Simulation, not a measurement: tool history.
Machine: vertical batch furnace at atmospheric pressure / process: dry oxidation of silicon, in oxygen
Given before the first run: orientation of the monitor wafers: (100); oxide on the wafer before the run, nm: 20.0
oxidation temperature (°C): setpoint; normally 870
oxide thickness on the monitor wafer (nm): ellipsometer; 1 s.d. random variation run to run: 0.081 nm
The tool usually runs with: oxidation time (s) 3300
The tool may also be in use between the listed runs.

run     day  oxidation temperature (°C)  oxidation time (s)  read-back reference wafer on the same gauge, thickness  oxide thickness on the monitor wafer (nm)
  1   0.000                         870                3300                                                   23.49                                      25.05
  2   2.317                         870                3300                                                   23.51                                      25.02
  3   4.921                         857                3300                                                   23.49                                      24.00
  4   6.708                         870                3300                                                   23.49                                      25.03
  5   7.904                         870                3300                                                   23.47                                      25.18
  6  10.633                         870                3300                                                   23.53                                      25.08
  7  12.054                         870                3300                                                   23.49                                      25.07
  8  14.779                         887                4530                                                   23.50                                      29.70
  9  16.162                         870                3300                                                   23.50                                      25.08
 10  18.600                         870                3300                                                   23.51                                      25.20
 11  21.233                         870                3300                                                   23.48                                      25.16
 12  22.346                         870                3300                                                   23.50                                      25.04
 13  24.004                         870                3300                                                   23.53                                      25.07
 14  25.500                         870                3300                                                   23.52                                      25.17
 15  26.958                         870                3300                                                   23.48                                      25.17
 16  28.200                         863                2460                                                   23.51                                      23.17
 17  30.342                         863                2460                                                   23.49                                      23.21
 18  32.612                         870                2760                                                   23.48                                      24.14
 19  35.088                         870                3300                                                   23.51                                      25.22
 20  37.317                         862                4500                                                   23.49                                      26.36
     38.450  -- gauge calibrated
 21  39.675                         870                3300                                                   23.53                                      25.12
 22  41.512                         879                4140                                                   23.49                                      27.82
 23  44.150                         870                3300                                                   23.51                                      25.26
     45.642  -- thermocouples replaced and temperature profile calibrated
 24  45.662                         858                4800                                                   23.52                                      25.94
     46.667  -- boat lift adjusted
 25  46.688                         849                2820                                                   23.50                                      22.52
 26  47.788                         870                3300                                                   23.51                                      24.87
 27  50.733                         862                4500                                                   23.47                                      25.93
 28  53.083                         845                3960                                                   23.52                                      23.71
 29  55.738                         849                2790                                                   23.50                                      22.51
 30  57.771                         870                3300                                                   23.51                                      24.97
 31  60.350                         859                4200                                                   23.51                                      25.23
 32  63.062                         870                4080                                                   23.47                                      26.33
 33  65.996                         870                4530                                                   23.52                                      27.02
 34  68.592                         894                2130                                                   23.51                                      24.68
 35  70.133                         859                2640                                                   23.51                                      22.97
 36  72.000                         870                3300                                                   23.53                                      24.99

A few steps of oxide thickness on the monitor wafer (nm) between consecutive runs. Split each: what settings, incoming material and random variation would produce without the hidden state, and what is left over for the hidden state, along with gauge scatter present in only one of the two compared results (measured, and without hidden state):
Hidden state present: true tube temperature minus thermocouple reading, K; monitor wafer colder than the profiled boat position, K; gauge reads high (%).
Run 7 -> 8: oxidation temperature (°C) 870 -> 887, oxidation time (s) 3300 -> 4530. oxide thickness on the monitor wafer (nm) +4.63: hidden state +0.18, all else +4.45.
Run 8 -> 9: oxidation temperature (°C) 887 -> 870, oxidation time (s) 4530 -> 3300. oxide thickness on the monitor wafer (nm) -4.62: hidden state -0.16, all else -4.46.
Run 21 -> 22: oxidation temperature (°C) 870 -> 879, oxidation time (s) 3300 -> 4140. oxide thickness on the monitor wafer (nm) +2.70: hidden state +0.17, all else +2.53.
Run 23 -> 24: oxidation temperature (°C) 870 -> 858, oxidation time (s) 3300 -> 4800, thermocouples replaced and temperature profile calibrated. oxide thickness on the monitor wafer (nm) +0.68: hidden state -0.40, all else +1.08.
Run 24 -> 25: oxidation temperature (°C) 858 -> 849, oxidation time (s) 4800 -> 2820, boat lift adjusted. oxide thickness on the monitor wafer (nm) -3.42: hidden state -0.01, all else -3.41.
